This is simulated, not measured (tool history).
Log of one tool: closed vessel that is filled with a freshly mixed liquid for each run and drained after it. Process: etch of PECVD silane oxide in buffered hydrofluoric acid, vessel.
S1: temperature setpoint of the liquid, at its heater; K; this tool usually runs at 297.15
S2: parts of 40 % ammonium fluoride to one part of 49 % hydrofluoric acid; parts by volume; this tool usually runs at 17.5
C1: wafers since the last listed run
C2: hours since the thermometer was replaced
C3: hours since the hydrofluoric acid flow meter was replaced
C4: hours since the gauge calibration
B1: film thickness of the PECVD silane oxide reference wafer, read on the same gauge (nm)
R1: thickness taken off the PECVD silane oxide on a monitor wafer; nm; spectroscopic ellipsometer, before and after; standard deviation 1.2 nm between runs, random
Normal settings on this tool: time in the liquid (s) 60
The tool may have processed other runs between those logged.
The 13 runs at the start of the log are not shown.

{"run": 14, "hour": 967.1, "S1": 297.15, "S2": 17.5, "time in the liquid (s)": 60, "C1": 7716, "C2": 593.7, "C3": 2452.4, "C4": 101.2, "B1": 80, "R1": 135.69}
{"run": 15, "hour": 1030.8, "S1": 297.15, "S2": 13.5, "time in the liquid (s)": 60, "C1": 6923, "C2": 657.4, "C3": 2516.1, "C4": 164.9, "B1": 79.98, "R1": 176.98}
{"run": 16, "hour": 1121.6, "S1": 297.15, "S2": 24, "time in the liquid (s)": 60, "C1": 9869, "C2": 748.2, "C3": 2606.9, "C4": 255.7, "B1": 80.03, "R1": 104.62}
{"hour": 1185.4, "done": "hydrofluoric acid flow meter replaced"}
{"run": 17, "hour": 1221.9, "S1": 297.15, "S2": 14, "time in the liquid (s)": 60, "C1": 10792, "C2": 848.5, "C3": 36.5, "C4": 356, "B1": 79.99, "R1": 169.4}
{"run": 18, "hour": 1320.3, "S1": 297.15, "S2": 22.5, "time in the liquid (s)": 45, "C1": 10695, "C2": 946.9, "C3": 134.9, "C4": 454.4, "B1": 79.99, "R1": 81.92}
{"run": 19, "hour": 1366.8, "S1": 295.15, "S2": 24, "time in the liquid (s)": 60, "C1": 5054, "C2": 993.4, "C3": 181.4, "C4": 500.9, "B1": 79.95, "R1": 93.77}
{"run": 20, "hour": 1471.5, "S1": 301.65, "S2": 17.5, "time in the liquid (s)": 60, "C1": 11379, "C2": 1098.1, "C3": 286.1, "C4": 605.6, "B1": 80.02, "R1": 173.37}
{"run": 21, "hour": 1533.0, "S1": 301.65, "S2": 12.5, "time in the liquid (s)": 80, "C1": 6684, "C2": 1159.6, "C3": 347.6, "C4": 667.1, "B1": 79.98, "R1": 321.59}
{"run": 22, "hour": 1633.7, "S1": 297.15, "S2": 17.5, "time in the liquid (s)": 60, "C1": 10945, "C2": 1260.3, "C3": 448.3, "C4": 767.8, "B1": 79.97, "R1": 136.99}
{"run": 23, "hour": 1900.7, "S1": 297.15, "S2": 17.5, "time in the liquid (s)": 30, "C1": 29020, "C2": 1527.3, "C3": 715.3, "C4": 1034.8, "B1": 80.04, "R1": 70.03}
{"run": 24, "hour": 1937.7, "S1": 300.15, "S2": 23.5, "time in the liquid (s)": 75, "C1": 4021, "C2": 1564.3, "C3": 752.3, "C4": 1071.8, "B1": 80.03, "R1": 161.2}
{"run": 25, "hour": 1994.5, "S1": 297.15, "S2": 17.5, "time in the liquid (s)": 60, "C1": 6173, "C2": 1621.1, "C3": 809.1, "C4": 1128.6, "B1": 80, "R1": 139.45}
{"run": 26, "hour": 2071.9, "S1": 294.65, "S2": 13, "time in the liquid (s)": 60, "C1": 8412, "C2": 1698.5, "C3": 886.5, "C4": 1206, "B1": 80.03, "R1": 161.88}
{"run": 27, "hour": 2124.0, "S1": 299.65, "S2": 22, "time in the liquid (s)": 35, "C1": 5662, "C2": 1750.6, "C3": 938.6, "C4": 1258.1, "B1": 80.01, "R1": 76.56}
{"run": 28, "hour": 2188.7, "S1": 294.65, "S2": 17.5, "time in the liquid (s)": 60, "C1": 7032, "C2": 1815.3, "C3": 1003.3, "C4": 1322.8, "B1": 79.98, "R1": 120.93}
{"run": 29, "hour": 2292.3, "S1": 297.15, "S2": 14.5, "time in the liquid (s)": 60, "C1": 11260, "C2": 1918.9, "C3": 1106.9, "C4": 1426.4, "B1": 80, "R1": 170.91}
{"run": 30, "hour": 2391.0, "S1": 299.15, "S2": 20, "time in the liquid (s)": 30, "C1": 10727, "C2": 2017.6, "C3": 1205.6, "C4": 1525.1, "B1": 80, "R1": 68.8}
{"run": 31, "hour": 2434.0, "S1": 297.15, "S2": 17.5, "time in the liquid (s)": 60, "C1": 4673, "C2": 2060.6, "C3": 1248.6, "C4": 1568.1, "B1": 79.99, "R1": 139.91}

Here are 5 independent what-if runs from the current tool condition. What would each one return?
{"run": "A", "hour": 2434.7, "S1": 297.15, "S2": 12.5, "time in the liquid (s)": 60, "C1": 76, "C2": 2061.3, "C3": 1249.3, "C4": 1568.8, "B1": "?", "R1": "?"}
{"run": "B", "hour": 2434.7, "S1": 299.15, "S2": 21.5, "time in the liquid (s)": 80, "C1": 76, "C2": 2061.3, "C3": 1249.3, "C4": 1568.8, "B1": "?", "R1": "?"}
{"run": "C", "hour": 2434.7, "S1": 300.15, "S2": 17.5, "time in the liquid (s)": 90, "C1": 76, "C2": 2061.3, "C3": 1249.3, "C4": 1568.8, "B1": "?", "R1": "?"}
{"run": "D", "hour": 2434.7, "S1": 295.15, "S2": 11.5, "time in the liquid (s)": 40, "C1": 76, "C2": 2061.3, "C3": 1249.3, "C4": 1568.8, "B1": "?", "R1": "?"}
{"run": "E", "hour": 2434.7, "S1": 294.15, "S2": 17.5, "time in the liquid (s)": 60, "C1": 76, "C2": 2061.3, "C3": 1249.3, "C4": 1568.8, "B1": "?", "R1": "?"}

run=A B1=79.97 R1=196.93
run=B B1=79.97 R1=175.36
run=C B1=79.97 R1=249.35
run=D B1=79.97 R1=127.76
run=E B1=79.97 R1=120.14
The same runs, with their run-to-run variation unchanged, on a tool lacking any hidden condition would have given:
run=A R1=180.15
run=B R1=160.54
run=C R1=228.45
run=D R1=116.75
run=E R1=109.7
